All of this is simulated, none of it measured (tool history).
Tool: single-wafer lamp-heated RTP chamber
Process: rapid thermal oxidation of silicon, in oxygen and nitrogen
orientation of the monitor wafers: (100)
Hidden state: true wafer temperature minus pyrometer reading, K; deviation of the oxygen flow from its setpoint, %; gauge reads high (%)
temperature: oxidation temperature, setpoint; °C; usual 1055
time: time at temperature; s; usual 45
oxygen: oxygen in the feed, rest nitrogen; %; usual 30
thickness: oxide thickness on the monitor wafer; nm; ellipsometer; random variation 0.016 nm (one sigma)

run,hour,temperature,time,oxygen,wafers since the last listed run,wafers since the last pyrometer calibration,hours since the oxygen flow controller was replaced,hours since the gauge calibration,"read-back reference wafer on the same gauge, thickness",thickness
1,0,1055,45,40,0,8448,3651.8,207.6,4.002,5.709
2,18.5,1055,45,40,132,8580,3670.3,226.1,4,5.72
3,51.7,1055,45,40,237,8818,3703.5,259.3,4.001,5.722
4,80.9,1066,45,53,209,9027,3732.7,288.5,3.998,6.785
5,96.4,1055,45,30,111,9138,3748.2,304,4,5.204
6,111.4,1055,45,30,107,9246,3763.2,319,3.999,5.174
7,143.1,1055,45,30,227,9473,3794.9,350.7,3.999,5.189
# hour 158.9: pyrometer window cleaned and pyrometer calibrated
8,159.4,1055,45,30,59,3,3811.2,367,4.005,4.835
9,170.1,1055,45,30,76,79,3821.9,377.7,3.999,4.844
10,193.2,1055,45,30,165,245,3845,400.8,4.001,4.846
11,210.1,1038,30,39,121,366,3861.9,417.7,3.997,4.011
12,228.8,1055,45,30,133,500,3880.6,436.4,4.003,4.837
# hour 254.1: oxygen flow controller replaced
13,255.5,1055,45,40,133,634,1.4,463.1,4.003,5.352
14,281.5,1055,45,30,186,820,27.4,489.1,3.999,4.87
15,305.5,1028,29,17,171,992,51.4,513.1,3.998,2.969
16,321.5,1068,64,41,114,1107,67.4,529.1,4,6.908
# hour 336.3: gauge calibrated
17,336.8,1081,45,41,109,1216,82.7,0.5,4,6.38
18,364.9,1055,45,51,201,1418,110.8,28.6,4.001,5.902
19,392.9,1077,45,30,200,1618,138.8,56.6,4.002,5.633
20,424.5,1084,34,30,226,1845,170.4,88.2,4.001,5.255

Forecast each of these 4 alternatives for the next run:
A,425,1055,45,30,3,1848,170.9,88.7,?,?
B,425,1071,55,30,3,1848,170.9,88.7,?,?
C,425,1034,32,17,3,1848,170.9,88.7,?,?
D,425,1040,57,45,3,1848,170.9,88.7,?,?

run,"read-back reference wafer on the same gauge, thickness",thickness
A,4.002,4.893
B,4.002,5.918
C,4.002,3.171
D,4.002,5.633
Without the tool's hidden state the same runs would have given:
run,thickness
A,4.808
B,5.816
C,3.127
D,5.531

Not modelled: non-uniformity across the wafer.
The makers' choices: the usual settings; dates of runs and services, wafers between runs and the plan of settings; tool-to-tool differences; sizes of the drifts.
